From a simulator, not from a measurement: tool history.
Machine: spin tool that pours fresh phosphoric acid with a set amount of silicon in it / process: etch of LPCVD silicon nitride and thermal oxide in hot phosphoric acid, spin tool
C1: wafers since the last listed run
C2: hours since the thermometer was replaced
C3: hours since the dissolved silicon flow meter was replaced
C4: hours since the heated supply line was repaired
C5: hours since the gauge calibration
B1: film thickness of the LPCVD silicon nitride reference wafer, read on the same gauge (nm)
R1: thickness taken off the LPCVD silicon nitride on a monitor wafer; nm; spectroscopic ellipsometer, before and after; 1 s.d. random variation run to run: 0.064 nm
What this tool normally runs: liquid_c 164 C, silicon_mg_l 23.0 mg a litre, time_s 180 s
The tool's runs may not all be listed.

Run 1, hour 0.0: usual settings; C1 0; C2 825.6; C3 1569.6; C4 2000.6; C5 96.0; B1 100.04. Result: R1 14.10 nm.
Run 2, hour 48.2: usual settings; C1 222; C2 873.8; C3 1617.8; C4 2048.8; C5 144.2; B1 100.03. Result: R1 13.90 nm.
Run 3, hour 65.7: usual settings; C1 80; C2 891.3; C3 1635.3; C4 2066.3; C5 161.7; B1 99.98. Result: R1 13.98 nm.
Run 4, hour 73.0: usual settings; C1 33; C2 898.6; C3 1642.6; C4 2073.6; C5 169.0; B1 99.98. Result: R1 13.94 nm.
Run 5, hour 81.1: usual settings; C1 37; C2 906.7; C3 1650.7; C4 2081.7; C5 177.1; B1 99.98. Result: R1 13.90 nm.
Run 6, hour 90.9: usual settings but liquid_c 166 C, time_s 120 s; C1 45; C2 916.5; C3 1660.5; C4 2091.5; C5 186.9; B1 100.04. Result: R1 9.95 nm.
Run 7, hour 104.1: usual settings but silicon_mg_l 16.0 mg a litre; C1 60; C2 929.7; C3 1673.7; C4 2104.7; C5 200.1; B1 100.00. Result: R1 13.93 nm.
At hour 108.3: heated supply line repaired.
Run 8, hour 117.0: usual settings but silicon_mg_l 16.0 mg a litre; C1 54; C2 942.6; C3 1686.6; C4 8.7; C5 213.0; B1 100.00. Result: R1 13.85 nm.
Run 9, hour 134.5: usual settings but silicon_mg_l 16.0 mg a litre; C1 80; C2 960.1; C3 1704.1; C4 26.2; C5 230.5; B1 100.00. Result: R1 13.87 nm.
Run 10, hour 140.7: usual settings but silicon_mg_l 17.0 mg a litre; C1 28; C2 966.3; C3 1710.3; C4 32.4; C5 236.7; B1 99.95. Result: R1 13.86 nm.
Run 11, hour 148.1: usual settings but liquid_c 167 C, silicon_mg_l 16.5 mg a litre, time_s 145 s; C1 34; C2 973.7; C3 1717.7; C4 39.8; C5 244.1; B1 99.99. Result: R1 12.42 nm.

Run 12, settings as shown, results not yet in. Your forecast:
Run 12, hour 161.9: usual settings but liquid_c 162 C, silicon_mg_l 28.0 mg a litre, time_s 145 s; C1 63; C2 987.5; C3 1731.5; C4 53.6; C5 257.9; B1 ?. Result: R1 ?.

B1: 99.99
R1: 10.44 nm
With no hidden state in the tool, this same run would have given R1 11.37 nm.
